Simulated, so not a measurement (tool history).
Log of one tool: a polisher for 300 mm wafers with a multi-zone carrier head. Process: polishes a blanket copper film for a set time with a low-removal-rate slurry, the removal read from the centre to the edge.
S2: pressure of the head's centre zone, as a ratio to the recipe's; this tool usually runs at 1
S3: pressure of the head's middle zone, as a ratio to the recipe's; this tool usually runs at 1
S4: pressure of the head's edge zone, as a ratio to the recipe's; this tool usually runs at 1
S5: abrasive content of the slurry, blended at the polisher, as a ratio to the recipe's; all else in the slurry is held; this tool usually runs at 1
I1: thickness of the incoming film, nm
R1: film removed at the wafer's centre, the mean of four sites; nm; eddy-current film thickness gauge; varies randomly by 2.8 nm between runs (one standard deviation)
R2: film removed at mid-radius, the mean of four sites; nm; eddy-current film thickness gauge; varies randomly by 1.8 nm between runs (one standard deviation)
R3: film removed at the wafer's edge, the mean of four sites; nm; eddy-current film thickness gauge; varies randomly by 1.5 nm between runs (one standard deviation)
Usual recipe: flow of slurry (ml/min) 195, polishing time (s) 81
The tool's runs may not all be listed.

Run 1, hour 0: usual settings but flow of slurry (ml/min) 215; I1 771.1. Result: R1 215.1 nm, R2 211.1 nm, R3 218.5 nm.
Run 2, hour 49.2: usual settings but flow of slurry (ml/min) 215; I1 763.5. Result: R1 211.1 nm, R2 204.5 nm, R3 205.8 nm.
At hour 55.7: worn pad replaced by a new one.
Run 3, hour 73.2: usual settings but flow of slurry (ml/min) 215; I1 757.9. Result: R1 230.3 nm, R2 220.5 nm, R3 230.6 nm.
Run 4, hour 95.3: usual settings but S4 1.04, S5 1.15; I1 767.5. Result: R1 230.2 nm, R2 227.8 nm, R3 234.5 nm.
At hour 103.5: carrier head's membrane replaced by a new one.
Run 5, hour 117.7: usual settings but S4 1.04, S5 1.15; I1 764.3. Result: R1 229.1 nm, R2 227.8 nm, R3 236.8 nm.
At hour 121.4: edge zone pressure recalibrated.
Run 6, hour 132.5: usual settings; I1 760.6. Result: R1 218 nm, R2 218.8 nm, R3 222.3 nm.
Run 7, hour 155.7: usual settings; I1 776.7. Result: R1 217 nm, R2 218.9 nm, R3 221 nm.
At hour 173: slurry nozzle cleaned.
Run 8, hour 173.5: usual settings; I1 779.1. Result: R1 217 nm, R2 217.8 nm, R3 217.3 nm.
Run 9, hour 187: usual settings but flow of slurry (ml/min) 220; I1 764.3. Result: R1 217.4 nm, R2 217.9 nm, R3 218.7 nm.
Run 10, hour 199.8: usual settings; I1 762. Result: R1 212.7 nm, R2 211.1 nm, R3 213.1 nm.
Run 11, hour 216.5: usual settings; I1 766.3. Result: R1 211.4 nm, R2 203.1 nm, R3 210.6 nm.
At hour 244.9: worn pad replaced by a new one.
Run 12, hour 249.3: usual settings but S2 1.05, polishing time (s) 65; I1 766.5. Result: R1 192 nm, R2 176.2 nm, R3 179.9 nm.
Run 13, hour 275.4: usual settings but flow of slurry (ml/min) 135, S3 0.9, S4 0.97, polishing time (s) 106; I1 778.3. Result: R1 267.8 nm, R2 246 nm, R3 273.7 nm.
Run 14, hour 302.3: usual settings but flow of slurry (ml/min) 135; I1 770.7. Result: R1 210.7 nm, R2 201 nm, R3 210.3 nm.
Run 15, hour 325.1: usual settings; I1 767.6. Result: R1 213 nm, R2 214.1 nm, R3 221.1 nm.
Run 16, hour 350.7: usual settings but flow of slurry (ml/min) 135, S2 0.89; I1 780. Result: R1 178.4 nm, R2 196.9 nm, R3 206.3 nm.
At hour 354.3: centre zone pressure recalibrated.
Run 17, hour 363.3: usual settings but S5 0.75; I1 774.1. Result: R1 203.2 nm, R2 196.4 nm, R3 200.8 nm.
Run 18, hour 397.4: usual settings but flow of slurry (ml/min) 135; I1 769.2. Result: R1 195.5 nm, R2 192 nm, R3 198.2 nm.
Run 19, hour 423.7: usual settings but flow of slurry (ml/min) 230, S3 1.06, S5 0.9, polishing time (s) 106; I1 762.3. Result: R1 270.2 nm, R2 277.7 nm, R3 266.7 nm.
Run 20, hour 445.8: usual settings but flow of slurry (ml/min) 245, S2 1.06, S3 0.94, S5 1.25; I1 774.1. Result: R1 233.1 nm, R2 201.8 nm, R3 217.5 nm.
Run 21, hour 464.3: usual settings but flow of slurry (ml/min) 215, S2 0.9, S4 1.05, S5 0.8; I1 777.1. Result: R1 169 nm, R2 186 nm, R3 189.9 nm.
Run 22, hour 478.3: usual settings; I1 770. Result: R1 189.8 nm, R2 188.4 nm, R3 189 nm.

4 ways to go on from here, each from the tool as it stands after run 22. What would each give?
Run A, hour 478.7: usual settings but S5 1.15; I1 767. Result: R1 ?, R2 ?, R3 ?.
Run B, hour 478.7: usual settings but flow of slurry (ml/min) 170; I1 767. Result: R1 ?, R2 ?, R3 ?.
Run C, hour 478.7: usual settings but S2 1.1, S4 0.92, S5 1.1, polishing time (s) 62; I1 767. Result: R1 ?, R2 ?, R3 ?.
Run D, hour 478.7: usual settings but flow of slurry (ml/min) 215, S5 0.75, polishing time (s) 60; I1 767. Result: R1 ?, R2 ?, R3 ?.

run     R1     R2     R3
  A    194  193.2  198.4
  B  182.7  182.5  188.5
  C  161.7  146.3  144.4
  D  131.6  130.9  133.9
With the hidden condition removed and each run's random variation left untouched, the same runs would have given:
run     R1     R2     R3
  A  230.1  229.2  235.3
  B  216.7  216.5  223.6
  C  191.8  173.5  171.3
  D  156.1  155.3  158.8
